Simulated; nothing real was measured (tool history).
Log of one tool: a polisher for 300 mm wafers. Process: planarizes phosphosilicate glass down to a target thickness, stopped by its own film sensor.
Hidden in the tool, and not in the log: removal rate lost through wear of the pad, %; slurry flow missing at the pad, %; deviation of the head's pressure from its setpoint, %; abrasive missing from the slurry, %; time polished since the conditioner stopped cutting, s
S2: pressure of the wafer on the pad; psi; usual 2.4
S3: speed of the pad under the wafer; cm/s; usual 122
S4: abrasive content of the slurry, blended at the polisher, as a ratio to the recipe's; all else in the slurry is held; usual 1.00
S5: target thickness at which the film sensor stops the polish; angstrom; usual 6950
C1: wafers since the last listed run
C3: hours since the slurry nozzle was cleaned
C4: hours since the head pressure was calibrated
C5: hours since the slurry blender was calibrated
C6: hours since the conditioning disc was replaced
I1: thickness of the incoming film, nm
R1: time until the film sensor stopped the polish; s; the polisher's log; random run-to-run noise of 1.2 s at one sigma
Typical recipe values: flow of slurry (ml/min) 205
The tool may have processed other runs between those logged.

run 1 hour=0.0 | flow_of_slurry_(ml/min)=205 S2=2.4 S3=122 S4=1.00 S5=6950 | C1=0 wafers_polished_on_this_pad=391 C3=541.6 C4=328.6 C5=256.1 C6=159.3 | I1=1236.0 | R1=66.0
-- hour=3.3 slurry nozzle cleaned
run 2 hour=45.7 | flow_of_slurry_(ml/min)=205 S2=2.4 S3=122 S4=1.00 S5=6950 | C1=285 wafers_polished_on_this_pad=677 C3=42.4 C4=374.3 C5=301.8 C6=205.0 | I1=1247.3 | R1=68.0
-- hour=67.2 slurry blender recalibrated
run 3 hour=77.6 | flow_of_slurry_(ml/min)=250 S2=2.4 S3=122 S4=1.00 S5=6950 | C1=191 wafers_polished_on_this_pad=868 C3=74.3 C4=406.2 C5=10.4 C6=236.9 | I1=1240.2 | R1=67.3
run 4 hour=104.9 | flow_of_slurry_(ml/min)=250 S2=2.4 S3=122 S4=1.00 S5=6950 | C1=174 wafers_polished_on_this_pad=1043 C3=101.6 C4=433.5 C5=37.7 C6=264.2 | I1=1228.3 | R1=63.2
run 5 hour=134.3 | flow_of_slurry_(ml/min)=205 S2=2.4 S3=122 S4=1.00 S5=6950 | C1=187 wafers_polished_on_this_pad=1230 C3=131.0 C4=462.9 C5=67.1 C6=293.6 | I1=1249.7 | R1=68.0
run 6 hour=171.8 | flow_of_slurry_(ml/min)=205 S2=2.4 S3=122 S4=1.00 S5=6950 | C1=239 wafers_polished_on_this_pad=1470 C3=168.5 C4=500.4 C5=104.6 C6=331.1 | I1=1215.3 | R1=62.4
-- hour=184.5 head pressure recalibrated
-- hour=213.7 conditioning disc replaced and pad reconditioned
run 7 hour=219.2 | flow_of_slurry_(ml/min)=205 S2=2.4 S3=122 S4=1.00 S5=8210 | C1=277 wafers_polished_on_this_pad=1747 C3=215.9 C4=34.7 C5=152.0 C6=5.5 | I1=1238.7 | R1=51.5
-- hour=237.7 worn pad replaced by a new one
run 8 hour=279.7 | flow_of_slurry_(ml/min)=205 S2=2.8 S3=122 S4=1.00 S5=8850 | C1=361 wafers_polished_on_this_pad=268 C3=276.4 C4=95.2 C5=212.5 C6=66.0 | I1=1224.6 | R1=36.3
run 9 hour=311.0 | flow_of_slurry_(ml/min)=205 S2=2.0 S3=122 S4=0.85 S5=6950 | C1=200 wafers_polished_on_this_pad=468 C3=307.7 C4=126.5 C5=243.8 C6=97.3 | I1=1220.5 | R1=82.4
-- hour=414.3 slurry blender recalibrated
run 10 hour=423.7 | flow_of_slurry_(ml/min)=180 S2=2.4 S3=148 S4=0.85 S5=8680 | C1=707 wafers_polished_on_this_pad=1175 C3=420.4 C4=239.2 C5=9.4 C6=210.0 | I1=1253.8 | R1=48.0
run 11 hour=472.0 | flow_of_slurry_(ml/min)=205 S2=2.4 S3=122 S4=1.00 S5=6950 | C1=308 wafers_polished_on_this_pad=1484 C3=468.7 C4=287.5 C5=57.7 C6=258.3 | I1=1242.3 | R1=67.7
-- hour=519.2 conditioning disc replaced and pad reconditioned
run 12 hour=520.5 | flow_of_slurry_(ml/min)=205 S2=2.4 S3=122 S4=1.00 S5=6950 | C1=297 wafers_polished_on_this_pad=1781 C3=517.2 C4=336.0 C5=106.2 C6=1.3 | I1=1237.6 | R1=67.0
run 13 hour=547.0 | flow_of_slurry_(ml/min)=205 S2=2.7 S3=122 S4=1.00 S5=6950 | C1=169 wafers_polished_on_this_pad=1950 C3=543.7 C4=362.5 C5=132.7 C6=27.8 | I1=1251.4 | R1=68.0
-- hour=559.9 slurry nozzle cleaned
-- hour=565.1 worn pad replaced by a new one
run 14 hour=579.1 | flow_of_slurry_(ml/min)=225 S2=1.7 S3=122 S4=0.90 S5=6950 | C1=173 wafers_polished_on_this_pad=89 C3=19.2 C4=394.6 C5=164.8 C6=59.9 | I1=1249.3 | R1=91.7
run 15 hour=620.3 | flow_of_slurry_(ml/min)=205 S2=2.4 S3=156 S4=0.75 S5=5140 | C1=263 wafers_polished_on_this_pad=352 C3=60.4 C4=435.8 C5=206.0 C6=101.1 | I1=1244.1 | R1=95.6
run 16 hour=674.0 | flow_of_slurry_(ml/min)=205 S2=2.4 S3=122 S4=1.00 S5=6950 | C1=343 wafers_polished_on_this_pad=695 C3=114.1 C4=489.5 C5=259.7 C6=154.8 | I1=1227.6 | R1=64.6
-- hour=759.5 slurry blender recalibrated
run 17 hour=760.0 | flow_of_slurry_(ml/min)=145 S2=2.4 S3=82 S4=0.90 S5=6950 | C1=536 wafers_polished_on_this_pad=1232 C3=200.1 C4=575.5 C5=0.5 C6=240.8 | I1=1228.7 | R1=98.5
-- hour=773.9 head pressure recalibrated
run 18 hour=805.5 | flow_of_slurry_(ml/min)=205 S2=2.4 S3=122 S4=1.00 S5=6950 | C1=277 wafers_polished_on_this_pad=1510 C3=245.6 C4=31.6 C5=46.0 C6=286.3 | I1=1253.0 | R1=68.3
run 19 hour=829.8 | flow_of_slurry_(ml/min)=205 S2=2.4 S3=122 S4=1.00 S5=7490 | C1=155 wafers_polished_on_this_pad=1665 C3=269.9 C4=55.9 C5=70.3 C6=310.6 | I1=1239.1 | R1=63.8
-- hour=852.2 conditioning disc replaced and pad reconditioned
run 20 hour=869.6 | flow_of_slurry_(ml/min)=205 S2=2.4 S3=122 S4=1.00 S5=6950 | C1=241 wafers_polished_on_this_pad=1907 C3=309.7 C4=95.7 C5=110.1 C6=17.4 | I1=1238.5 | R1=66.9
-- hour=912.1 worn pad replaced by a new one
run 21 hour=934.3 | flow_of_slurry_(ml/min)=205 S2=2.4 S3=122 S4=1.10 S5=6950 | C1=387 wafers_polished_on_this_pad=142 C3=374.4 C4=160.4 C5=174.8 C6=82.1 | I1=1259.8 | R1=64.2
run 22 hour=963.0 | flow_of_slurry_(ml/min)=205 S2=3.0 S3=106 S4=0.90 S5=8370 | C1=183 wafers_polished_on_this_pad=325 C3=403.1 C4=189.1 C5=203.5 C6=110.8 | I1=1241.2 | R1=49.9
run 23 hour=1021.5 | flow_of_slurry_(ml/min)=225 S2=1.7 S3=122 S4=0.90 S5=6950 | C1=373 wafers_polished_on_this_pad=699 C3=461.6 C4=247.6 C5=262.0 C6=169.3 | I1=1254.7 | R1=94.7
-- hour=1057.5 slurry blender recalibrated
run 24 hour=1058.0 | flow_of_slurry_(ml/min)=205 S2=2.4 S3=122 S4=1.00 S5=6950 | C1=220 wafers_polished_on_this_pad=919 C3=498.1 C4=284.1 C5=0.5 C6=205.8 | I1=1223.5 | R1=62.5

Each run again, without the hidden state but with its own random variation kept:
run=1 R1=65.5
run=2 R1=67.2
run=3 R1=66.2
run=4 R1=61.8
run=5 R1=66.1
run=6 R1=60.2
run=7 R1=49.0
run=8 R1=36.3
run=9 R1=82.1
run=10 R1=47.0
run=11 R1=65.6
run=12 R1=63.9
run=13 R1=64.3
run=14 R1=91.4
run=15 R1=95.2
run=16 R1=64.0
run=17 R1=96.1
run=18 R1=65.9
run=19 R1=61.1
run=20 R1=63.3
run=21 R1=64.0
run=22 R1=49.7
run=23 R1=93.8
run=24 R1=61.6

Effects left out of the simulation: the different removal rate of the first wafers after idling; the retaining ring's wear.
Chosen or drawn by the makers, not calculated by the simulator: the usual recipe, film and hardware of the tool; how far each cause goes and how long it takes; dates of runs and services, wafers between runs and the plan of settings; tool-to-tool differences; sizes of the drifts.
